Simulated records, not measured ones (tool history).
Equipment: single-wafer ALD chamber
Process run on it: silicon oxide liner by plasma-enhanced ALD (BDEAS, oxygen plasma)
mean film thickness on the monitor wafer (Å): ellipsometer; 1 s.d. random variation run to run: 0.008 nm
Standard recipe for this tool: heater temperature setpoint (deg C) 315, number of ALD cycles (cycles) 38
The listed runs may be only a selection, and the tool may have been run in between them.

| run | day | heater temperature setpoint (deg C) | number of ALD cycles (cycles) | wafers since the last listed run | hours since the last thermocouple change | hours since the gauge calibration | read-back reference wafer on the same gauge, thickness_nm | mean film thickness on the monitor wafer (Å) |
|---|---|---|---|---|---|---|---|---|
| 1 | 0.000 | 326 | 38 | 0 | 901.9 | 244.2 | 3.649 | 31.76 |
| 2 | 0.696 | 326 | 38 | 123 | 918.6 | 260.9 | 3.649 | 31.71 |
| 3 | 1.262 | 326 | 38 | 100 | 932.2 | 274.5 | 3.649 | 31.77 |
| 4 | 2.112 | 308 | 38 | 151 | 952.6 | 294.9 | 3.652 | 32.42 |
| 5 | 3.317 | 315 | 38 | 213 | 981.5 | 323.8 | 3.649 | 32.15 |
| 6 | 4.408 | 315 | 38 | 193 | 1007.7 | 350.0 | 3.650 | 31.98 |
| 7 | 7.692 | 315 | 38 | 583 | 1086.5 | 428.8 | 3.649 | 32.12 |
| 8 | 9.067 | 310 | 38 | 244 | 1119.5 | 461.8 | 3.649 | 32.21 |
| 9 | 10.133 | 315 | 38 | 189 | 1145.1 | 487.4 | 3.651 | 32.01 |
| 10 | 10.908 | 315 | 38 | 137 | 1163.7 | 506.0 | 3.651 | 32.02 |
| 11 | 11.417 | 315 | 38 | 90 | 1175.9 | 518.2 | 3.651 | 32.06 |
| 12 | 12.442 | 315 | 32 | 182 | 1200.5 | 542.8 | 3.651 | 27.09 |
|  | 13.662 | thermocouple changed; heater temperature recalibrated |
| 13 | 13.683 | 315 | 32 | 161 | 0.5 | 572.6 | 3.651 | 27.07 |
| 14 | 14.538 | 315 | 38 | 151 | 21.0 | 593.1 | 3.651 | 32.19 |
| 15 | 15.179 | 315 | 38 | 113 | 36.4 | 608.5 | 3.650 | 32.12 |
| 16 | 15.725 | 315 | 38 | 96 | 49.5 | 621.6 | 3.649 | 32.10 |
| 17 | 16.333 | 319 | 38 | 108 | 64.1 | 636.2 | 3.651 | 31.83 |
| 18 | 17.288 | 319 | 38 | 169 | 87.0 | 659.1 | 3.650 | 32.01 |
| 19 | 17.925 | 315 | 38 | 113 | 102.3 | 674.4 | 3.648 | 32.09 |
| 20 | 19.271 | 302 | 34 | 239 | 134.6 | 706.7 | 3.649 | 29.29 |
|  | 19.796 | gauge calibrated |
| 21 | 20.671 | 303 | 44 | 248 | 168.2 | 21.0 | 3.650 | 37.66 |
| 22 | 21.433 | 321 | 33 | 135 | 186.5 | 39.3 | 3.650 | 27.72 |
| 23 | 22.133 | 322 | 33 | 124 | 203.3 | 56.1 | 3.652 | 27.53 |
| 24 | 23.458 | 307 | 35 | 235 | 235.1 | 87.9 | 3.650 | 29.98 |
| 25 | 24.442 | 315 | 38 | 174 | 258.7 | 111.5 | 3.652 | 32.05 |
| 26 | 24.992 | 315 | 36 | 97 | 271.9 | 124.7 | 3.649 | 30.52 |
| 27 | 25.562 | 307 | 35 | 101 | 285.6 | 138.4 | 3.650 | 29.69 |
| 28 | 26.483 | 321 | 34 | 163 | 307.7 | 160.5 | 3.650 | 28.45 |
| 29 | 27.554 | 320 | 34 | 190 | 333.4 | 186.2 | 3.650 | 28.45 |
| 30 | 28.488 | 302 | 45 | 165 | 355.8 | 208.6 | 3.651 | 38.73 |
| 31 | 29.812 | 315 | 33 | 235 | 387.6 | 240.4 | 3.648 | 27.97 |
| 32 | 30.496 | 307 | 38 | 121 | 404.0 | 256.8 | 3.652 | 32.53 |
| 33 | 31.096 | 325 | 33 | 106 | 418.4 | 271.2 | 3.649 | 27.45 |
| 34 | 31.946 | 326 | 45 | 151 | 438.8 | 291.6 | 3.648 | 37.48 |
| 35 | 33.100 | 315 | 38 | 205 | 466.5 | 319.3 | 3.652 | 32.10 |
| 36 | 34.308 | 315 | 38 | 214 | 495.5 | 348.3 | 3.649 | 32.06 |
| 37 | 35.204 | 319 | 35 | 159 | 517.0 | 369.8 | 3.648 | 29.43 |

List, for all runs, the conditions of the tool that the log does not record:
wafer temperature above the value expected at the setpoint (K): 0 at every run
gauge reads high (%): 0 at every run

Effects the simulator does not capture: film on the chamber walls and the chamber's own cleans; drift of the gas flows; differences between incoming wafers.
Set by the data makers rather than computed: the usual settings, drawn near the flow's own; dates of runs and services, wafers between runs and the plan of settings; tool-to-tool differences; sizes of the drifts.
